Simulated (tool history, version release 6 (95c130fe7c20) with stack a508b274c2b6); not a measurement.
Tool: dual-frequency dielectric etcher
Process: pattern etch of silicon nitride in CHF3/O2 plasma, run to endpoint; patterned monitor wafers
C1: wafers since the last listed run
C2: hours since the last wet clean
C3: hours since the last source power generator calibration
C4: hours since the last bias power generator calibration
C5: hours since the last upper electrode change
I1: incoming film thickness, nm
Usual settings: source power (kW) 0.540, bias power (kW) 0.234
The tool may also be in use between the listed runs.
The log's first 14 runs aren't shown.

{"run": 15, "hour": 339.0, "source power (kW)": 0.5, "bias power (kW)": 0.234, "C1": 122, "C2": 419.8, "C3": 3914.5, "C4": 4181.2, "C5": 3376.4, "I1": 62.4, "endpoint time (s)": 43.1}
{"run": 16, "hour": 366.2, "source power (kW)": 0.54, "bias power (kW)": 0.234, "C1": 237, "C2": 447.0, "C3": 3941.7, "C4": 4208.4, "C5": 3403.6, "I1": 62.7, "endpoint time (s)": 42.2}
{"hour": 403.1, "done": "wet clean of the chamber"}
{"hour": 404.9, "done": "upper electrode replaced"}
{"run": 17, "hour": 405.4, "source power (kW)": 0.47, "bias power (kW)": 0.234, "C1": 116, "C2": 2.3, "C3": 3980.9, "C4": 4247.6, "C5": 0.5, "I1": 63.8, "endpoint time (s)": 42.8}
{"run": 18, "hour": 414.4, "source power (kW)": 0.54, "bias power (kW)": 0.272, "C1": 78, "C2": 11.3, "C3": 3989.9, "C4": 4256.6, "C5": 9.5, "I1": 63.5, "endpoint time (s)": 38.9}
{"hour": 432.5, "done": "source power generator calibrated"}
{"run": 19, "hour": 448.4, "source power (kW)": 0.45, "bias power (kW)": 0.255, "C1": 261, "C2": 45.3, "C3": 15.9, "C4": 4290.6, "C5": 43.5, "I1": 63.0, "endpoint time (s)": 41.9}
{"run": 20, "hour": 482.4, "source power (kW)": 0.47, "bias power (kW)": 0.273, "C1": 296, "C2": 79.3, "C3": 49.9, "C4": 4324.6, "C5": 77.5, "I1": 63.1, "endpoint time (s)": 40.8}
{"run": 21, "hour": 510.7, "source power (kW)": 0.48, "bias power (kW)": 0.262, "C1": 246, "C2": 107.6, "C3": 78.2, "C4": 4352.9, "C5": 105.8, "I1": 63.1, "endpoint time (s)": 41.1}
{"run": 22, "hour": 536.8, "source power (kW)": 0.6, "bias power (kW)": 0.256, "C1": 227, "C2": 133.7, "C3": 104.3, "C4": 4379.0, "C5": 131.9, "I1": 63.2, "endpoint time (s)": 38.2}
{"run": 23, "hour": 551.8, "source power (kW)": 0.49, "bias power (kW)": 0.269, "C1": 130, "C2": 148.7, "C3": 119.3, "C4": 4394.0, "C5": 146.9, "I1": 62.9, "endpoint time (s)": 40.7}
{"run": 24, "hour": 577.8, "source power (kW)": 0.54, "bias power (kW)": 0.234, "C1": 226, "C2": 174.7, "C3": 145.3, "C4": 4420.0, "C5": 172.9, "I1": 62.8, "endpoint time (s)": 40.5}
{"run": 25, "hour": 605.1, "source power (kW)": 0.64, "bias power (kW)": 0.269, "C1": 237, "C2": 202.0, "C3": 172.6, "C4": 4447.3, "C5": 200.2, "I1": 63.3, "endpoint time (s)": 37.1}
{"hour": 619.6, "done": "bias power generator calibrated"}
{"run": 26, "hour": 620.1, "source power (kW)": 0.41, "bias power (kW)": 0.214, "C1": 95, "C2": 217.0, "C3": 187.6, "C4": 0.5, "C5": 215.2, "I1": 63.2, "endpoint time (s)": 46.3}
{"run": 27, "hour": 643.4, "source power (kW)": 0.5, "bias power (kW)": 0.234, "C1": 203, "C2": 240.3, "C3": 210.9, "C4": 23.8, "C5": 238.5, "I1": 63.2, "endpoint time (s)": 42.6}
{"run": 28, "hour": 669.5, "source power (kW)": 0.54, "bias power (kW)": 0.203, "C1": 227, "C2": 266.4, "C3": 237.0, "C4": 49.9, "C5": 264.6, "I1": 62.7, "endpoint time (s)": 41.9}
{"run": 29, "hour": 701.5, "source power (kW)": 0.42, "bias power (kW)": 0.234, "C1": 278, "C2": 298.4, "C3": 269.0, "C4": 81.9, "C5": 296.6, "I1": 62.4, "endpoint time (s)": 44.7}
{"run": 30, "hour": 713.9, "source power (kW)": 0.65, "bias power (kW)": 0.203, "C1": 108, "C2": 310.8, "C3": 281.4, "C4": 94.3, "C5": 309.0, "I1": 63.2, "endpoint time (s)": 40.0}
{"run": 31, "hour": 746.7, "source power (kW)": 0.54, "bias power (kW)": 0.234, "C1": 285, "C2": 343.6, "C3": 314.2, "C4": 127.1, "C5": 341.8, "I1": 63.2, "endpoint time (s)": 41.2}
{"run": 32, "hour": 759.9, "source power (kW)": 0.62, "bias power (kW)": 0.189, "C1": 115, "C2": 356.8, "C3": 327.4, "C4": 140.3, "C5": 355.0, "I1": 63.2, "endpoint time (s)": 41.6}
{"run": 33, "hour": 792.7, "source power (kW)": 0.43, "bias power (kW)": 0.287, "C1": 285, "C2": 389.6, "C3": 360.2, "C4": 173.1, "C5": 387.8, "I1": 63.1, "endpoint time (s)": 43.2}

3 ways to go on from here, each from the tool as it stands after run 33. What would each give?
{"run": "A", "hour": 793.1, "source power (kW)": 0.54, "bias power (kW)": 0.234, "C1": 3, "C2": 390.0, "C3": 360.6, "C4": 173.5, "C5": 388.2, "I1": 62.7, "endpoint time (s)": "?"}
{"run": "B", "hour": 793.1, "source power (kW)": 0.43, "bias power (kW)": 0.219, "C1": 3, "C2": 390.0, "C3": 360.6, "C4": 173.5, "C5": 388.2, "I1": 62.7, "endpoint time (s)": "?"}
{"run": "C", "hour": 793.1, "source power (kW)": 0.65, "bias power (kW)": 0.189, "C1": 3, "C2": 390.0, "C3": 360.6, "C4": 173.5, "C5": 388.2, "I1": 62.7, "endpoint time (s)": "?"}

run=A endpoint_time_(s)=41.1
run=B endpoint_time_(s)=45.5
run=C endpoint_time_(s)=40.3
Without the tool's hidden state the same runs would have given:
run=A endpoint_time_(s)=40.1
run=B endpoint_time_(s)=44.3
run=C endpoint_time_(s)=39.3
